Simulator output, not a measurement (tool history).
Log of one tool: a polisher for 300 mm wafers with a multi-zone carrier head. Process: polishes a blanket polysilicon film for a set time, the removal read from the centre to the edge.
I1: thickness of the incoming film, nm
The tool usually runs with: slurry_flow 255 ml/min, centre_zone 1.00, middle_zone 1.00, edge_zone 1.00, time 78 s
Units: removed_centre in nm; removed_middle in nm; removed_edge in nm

{"run": 1, "hour": 0.0, "slurry_flow": 255, "centre_zone": 1.0, "middle_zone": 1.0, "edge_zone": 0.96, "time": 78, "I1": 1235.0, "removed_centre": 248.2, "removed_middle": 283.4, "removed_edge": 274.3}
{"run": 2, "hour": 10.7, "slurry_flow": 255, "centre_zone": 1.0, "middle_zone": 1.0, "edge_zone": 0.96, "time": 78, "I1": 1248.3, "removed_centre": 239.6, "removed_middle": 275.2, "removed_edge": 275.0}
{"run": 3, "hour": 18.8, "slurry_flow": 255, "centre_zone": 1.0, "middle_zone": 1.0, "edge_zone": 0.96, "time": 78, "I1": 1272.2, "removed_centre": 238.9, "removed_middle": 273.0, "removed_edge": 270.4}
{"run": 4, "hour": 25.5, "slurry_flow": 255, "centre_zone": 1.0, "middle_zone": 1.06, "edge_zone": 1.0, "time": 78, "I1": 1241.5, "removed_centre": 239.9, "removed_middle": 281.1, "removed_edge": 270.7}
{"run": 5, "hour": 38.6, "slurry_flow": 255, "centre_zone": 1.0, "middle_zone": 1.06, "edge_zone": 1.0, "time": 78, "I1": 1272.5, "removed_centre": 234.8, "removed_middle": 279.7, "removed_edge": 267.6}
{"run": 6, "hour": 48.9, "slurry_flow": 255, "centre_zone": 1.0, "middle_zone": 1.0, "edge_zone": 1.0, "time": 78, "I1": 1249.4, "removed_centre": 232.0, "removed_middle": 259.7, "removed_edge": 265.0}
{"run": 7, "hour": 61.0, "slurry_flow": 255, "centre_zone": 1.0, "middle_zone": 1.0, "edge_zone": 1.0, "time": 78, "I1": 1246.4, "removed_centre": 230.3, "removed_middle": 258.5, "removed_edge": 265.5}
{"run": 8, "hour": 68.8, "slurry_flow": 255, "centre_zone": 1.0, "middle_zone": 1.0, "edge_zone": 1.0, "time": 78, "I1": 1244.4, "removed_centre": 226.9, "removed_middle": 261.7, "removed_edge": 264.1}
{"hour": 73.2, "done": "worn pad replaced by a new one"}
{"run": 9, "hour": 76.6, "slurry_flow": 255, "centre_zone": 1.0, "middle_zone": 1.0, "edge_zone": 1.0, "time": 78, "I1": 1265.6, "removed_centre": 241.6, "removed_middle": 276.7, "removed_edge": 271.0}
{"run": 10, "hour": 88.6, "slurry_flow": 325, "centre_zone": 1.0, "middle_zone": 1.0, "edge_zone": 0.93, "time": 78, "I1": 1250.2, "removed_centre": 246.4, "removed_middle": 275.6, "removed_edge": 268.5}
{"run": 11, "hour": 95.6, "slurry_flow": 325, "centre_zone": 1.0, "middle_zone": 1.0, "edge_zone": 0.93, "time": 78, "I1": 1229.9, "removed_centre": 244.7, "removed_middle": 269.5, "removed_edge": 271.3}
{"run": 12, "hour": 108.2, "slurry_flow": 325, "centre_zone": 1.0, "middle_zone": 1.0, "edge_zone": 0.93, "time": 78, "I1": 1236.5, "removed_centre": 240.7, "removed_middle": 269.8, "removed_edge": 272.9}
{"hour": 118.9, "done": "edge zone pressure recalibrated"}
{"run": 13, "hour": 119.4, "slurry_flow": 255, "centre_zone": 1.0, "middle_zone": 1.0, "edge_zone": 1.0, "time": 78, "I1": 1268.0, "removed_centre": 231.3, "removed_middle": 262.8, "removed_edge": 275.5}
{"hour": 123.3, "done": "slurry nozzle cleaned"}
{"run": 14, "hour": 126.7, "slurry_flow": 290, "centre_zone": 1.05, "middle_zone": 1.05, "edge_zone": 1.0, "time": 78, "I1": 1242.5, "removed_centre": 245.7, "removed_middle": 282.2, "removed_edge": 262.2}
{"run": 15, "hour": 135.2, "slurry_flow": 220, "centre_zone": 1.0, "middle_zone": 1.0, "edge_zone": 0.94, "time": 78, "I1": 1235.0, "removed_centre": 221.2, "removed_middle": 262.1, "removed_edge": 257.7}
{"hour": 143.0, "done": "centre zone pressure recalibrated"}
{"run": 16, "hour": 148.9, "slurry_flow": 255, "centre_zone": 1.0, "middle_zone": 1.0, "edge_zone": 1.0, "time": 78, "I1": 1257.9, "removed_centre": 248.1, "removed_middle": 255.8, "removed_edge": 259.7}
{"run": 17, "hour": 155.3, "slurry_flow": 255, "centre_zone": 1.0, "middle_zone": 1.0, "edge_zone": 1.0, "time": 100, "I1": 1256.6, "removed_centre": 318.2, "removed_middle": 331.2, "removed_edge": 334.1}
{"run": 18, "hour": 161.6, "slurry_flow": 255, "centre_zone": 1.0, "middle_zone": 0.96, "edge_zone": 1.0, "time": 78, "I1": 1255.8, "removed_centre": 245.3, "removed_middle": 249.7, "removed_edge": 253.1}
{"hour": 166.6, "done": "carrier head's membrane replaced by a new one"}
{"hour": 167.1, "done": "worn pad replaced by a new one"}
{"run": 19, "hour": 179.5, "slurry_flow": 190, "centre_zone": 0.94, "middle_zone": 1.0, "edge_zone": 1.0, "time": 78, "I1": 1236.1, "removed_centre": 239.7, "removed_middle": 265.1, "removed_edge": 268.2}
{"run": 20, "hour": 197.2, "slurry_flow": 255, "centre_zone": 1.0, "middle_zone": 1.05, "edge_zone": 1.0, "time": 68, "I1": 1262.0, "removed_centre": 226.5, "removed_middle": 244.4, "removed_edge": 236.1}
{"run": 21, "hour": 209.5, "slurry_flow": 255, "centre_zone": 0.94, "middle_zone": 1.0, "edge_zone": 1.0, "time": 63, "I1": 1250.2, "removed_centre": 195.9, "removed_middle": 216.9, "removed_edge": 220.1}
{"run": 22, "hour": 227.0, "slurry_flow": 255, "centre_zone": 1.0, "middle_zone": 1.0, "edge_zone": 1.0, "time": 78, "I1": 1243.4, "removed_centre": 251.9, "removed_middle": 261.5, "removed_edge": 266.0}
{"run": 23, "hour": 236.9, "slurry_flow": 165, "centre_zone": 0.89, "middle_zone": 1.0, "edge_zone": 1.0, "time": 78, "I1": 1257.1, "removed_centre": 210.3, "removed_middle": 248.5, "removed_edge": 254.7}

Predict each of these 3 candidate next runs independently; none follows another, all start after run 23:
{"run": "A", "hour": 237.3, "slurry_flow": 255, "centre_zone": 1.04, "middle_zone": 1.0, "edge_zone": 1.0, "time": 78, "I1": 1243.8, "removed_centre": "?", "removed_middle": "?", "removed_edge": "?"}
{"run": "B", "hour": 237.3, "slurry_flow": 255, "centre_zone": 0.92, "middle_zone": 1.0, "edge_zone": 1.0, "time": 92, "I1": 1243.8, "removed_centre": "?", "removed_middle": "?", "removed_edge": "?"}
{"run": "C", "hour": 237.3, "slurry_flow": 255, "centre_zone": 0.94, "middle_zone": 1.0, "edge_zone": 1.0, "time": 78, "I1": 1243.8, "removed_centre": "?", "removed_middle": "?", "removed_edge": "?"}

run=A removed_centre=261.1 removed_middle=256.5 removed_edge=264.7
run=B removed_centre=272.1 removed_middle=302.8 removed_edge=312.2
run=C removed_centre=235.8 removed_middle=256.7 removed_edge=264.7
Stripped of hidden state, with their random variation kept, the same runs would have yielded:
run=A removed_centre=287.0 removed_middle=277.7 removed_edge=286.5
run=B removed_centre=299.1 removed_middle=327.7 removed_edge=337.9
run=C removed_centre=259.2 removed_middle=277.8 removed_edge=286.5
